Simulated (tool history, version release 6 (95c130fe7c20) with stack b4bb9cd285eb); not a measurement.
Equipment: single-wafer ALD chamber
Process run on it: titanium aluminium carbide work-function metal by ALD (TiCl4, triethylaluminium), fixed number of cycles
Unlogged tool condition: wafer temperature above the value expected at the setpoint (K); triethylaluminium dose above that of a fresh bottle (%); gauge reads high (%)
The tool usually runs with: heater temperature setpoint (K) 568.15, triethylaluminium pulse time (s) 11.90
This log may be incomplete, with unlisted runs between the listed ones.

run    hour  heater temperature setpoint (K)  triethylaluminium pulse time (s)  wafers since the last listed run  hours since the last thermocouple change  hours since the last triethylaluminium bottle change  hours since the showerhead was replaced  hours since the gauge calibration  read-back reference wafer on the same gauge, thickness_nm  mean film thickness on the monitor wafer (Å)
  1     0.0                           558.15                             11.90                                 0                                    1771.2                                                 187.6                                   7367.6                             1065.3                                                      1.933                                         17.85
  2    37.2                           568.15                             11.90                               377                                    1808.4                                                 224.8                                   7404.8                             1102.5                                                      1.927                                         18.59
  3    69.5                           568.15                             11.90                               327                                    1840.7                                                 257.1                                   7437.1                             1134.8                                                      1.930                                         18.58
  4    95.0                           576.15                             11.90                               258                                    1866.2                                                 282.6                                   7462.6                             1160.3                                                      1.926                                         19.13
  5   143.8                           576.15                             11.90                               495                                    1915.0                                                 331.4                                   7511.4                             1209.1                                                      1.929                                         19.14
  6   210.6                           576.15                             11.90                               678                                    1981.8                                                 398.2                                   7578.2                             1275.9                                                      1.930                                         19.02
  7   354.6                           568.15                             11.90                              1461                                    2125.8                                                 542.2                                   7722.2                             1419.9                                                      1.932                                         18.43
  8   402.0                           568.15                             11.90                               481                                    2173.2                                                 589.6                                   7769.6                             1467.3                                                      1.932                                         18.44
  9   467.8                           568.15                             11.90                               667                                    2239.0                                                 655.4                                   7835.4                             1533.1                                                      1.930                                         18.51
 10   522.2                           568.15                             11.90                               552                                    2293.4                                                 709.8                                   7889.8                             1587.5                                                      1.931                                         18.58
 11   589.2                           568.15                             11.90                               680                                    2360.4                                                 776.8                                   7956.8                             1654.5                                                      1.928                                         18.48
 12   637.3                           568.15                             11.90                               488                                    2408.5                                                 824.9                                   8004.9                             1702.6                                                      1.931                                         18.40
 13   690.6                           568.15                             11.90                               541                                    2461.8                                                 878.2                                   8058.2                             1755.9                                                      1.928                                         18.39
 14   744.1                           568.15                             11.90                               543                                    2515.3                                                 931.7                                   8111.7                             1809.4                                                      1.930                                         18.29
      781.2  -- thermocouple changed; heater temperature recalibrated
 15   802.0                           568.15                             11.90                               506                                      20.8                                                 989.6                                   8169.6                             1867.3                                                      1.930                                         18.26
 16   850.8                           559.15                             13.40                               495                                      69.6                                                1038.4                                   8218.4                             1916.1                                                      1.928                                         17.96
      992.9  -- gauge calibrated
 17  1035.8                           564.15                              7.41                              1877                                     254.6                                                1223.4                                   8403.4                               42.9                                                      1.931                                         17.24
 18  1072.8                           582.15                             13.12                               375                                     291.6                                                1260.4                                   8440.4                               79.9                                                      1.934                                         19.47
     1092.7  -- triethylaluminium bottle replaced
 19  1112.2                           568.15                             11.90                               318                                     331.0                                                  19.5                                   8479.8                              119.3                                                      1.931                                         18.79
     1127.2  -- showerhead replaced
 20  1166.4                           564.15                             15.56                               468                                     385.2                                                  73.7                                     39.2                              173.5                                                      1.933                                         18.70
 21  1201.9                           582.15                             15.48                               360                                     420.7                                                 109.2                                     74.7                              209.0                                                      1.928                                         19.79
 22  1416.2                           579.15                              8.16                              2175                                     635.0                                                 323.5                                    289.0                              423.3                                                      1.930                                         18.81
 23  1464.9                           568.15                             11.90                               494                                     683.7                                                 372.2                                    337.7                              472.0                                                      1.929                                         18.51
 24  1543.1                           579.15                              8.77                               793                                     761.9                                                 450.4                                    415.9                              550.2                                                      1.930                                         18.88
 25  1613.3                           562.15                              9.75                               712                                     832.1                                                 520.6                                    486.1                              620.4                                                      1.930                                         17.78
 26  1799.9                           554.15                             11.90                              1894                                    1018.7                                                 707.2                                    672.7                              807.0                                                      1.928                                         17.37
 27  1845.4                           568.15                             11.90                               461                                    1064.2                                                 752.7                                    718.2                              852.5                                                      1.931                                         18.45
 28  1872.3                           568.15                              8.93                               273                                    1091.1                                                 779.6                                    745.1                              879.4                                                      1.926                                         17.91
 29  1922.8                           578.15                              8.71                               512                                    1141.6                                                 830.1                                    795.6                              929.9                                                      1.931                                         18.53
 30  1961.6                           568.15                             13.48                               393                                    1180.4                                                 868.9                                    834.4                              968.7                                                      1.931                                         18.51
 31  1992.9                           559.15                             13.40                               317                                    1211.7                                                 900.2                                    865.7                             1000.0                                                      1.926                                         18.00
 32  2124.1                           555.15                             10.62                              1331                                    1342.9                                                1031.4                                    996.9                             1131.2                                                      1.932                                         17.16

Forecast each of these 5 alternatives for the next run:
  A  2124.5                           561.15                             11.90                                 4                                    1343.3                                                1031.8                                    997.3                             1131.6                                                          ?                                             ?
  B  2124.5                           578.15                             11.90                                 4                                    1343.3                                                1031.8                                    997.3                             1131.6                                                          ?                                             ?
  C  2124.5                           568.15                             15.39                                 4                                    1343.3                                                1031.8                                    997.3                             1131.6                                                          ?                                             ?
  D  2124.5                           555.15                             14.04                                 4                                    1343.3                                                1031.8                                    997.3                             1131.6                                                          ?                                             ?
  E  2124.5                           556.15                             13.84                                 4                                    1343.3                                                1031.8                                    997.3                             1131.6                                                          ?                                             ?

run  read-back reference wafer on the same gauge, thickness_nm  mean film thickness on the monitor wafer (Å)
  A                                                      1.931                                         17.74
  B                                                      1.931                                         18.95
  C                                                      1.931                                         18.57
  D                                                      1.931                                         17.53
  E                                                      1.931                                         17.59
What these runs would have given with no unlogged condition in the tool:
run  mean film thickness on the monitor wafer (Å)
  A                                         18.19
  B                                         19.43
  C                                         18.86
  D                                         17.87
  E                                         17.93

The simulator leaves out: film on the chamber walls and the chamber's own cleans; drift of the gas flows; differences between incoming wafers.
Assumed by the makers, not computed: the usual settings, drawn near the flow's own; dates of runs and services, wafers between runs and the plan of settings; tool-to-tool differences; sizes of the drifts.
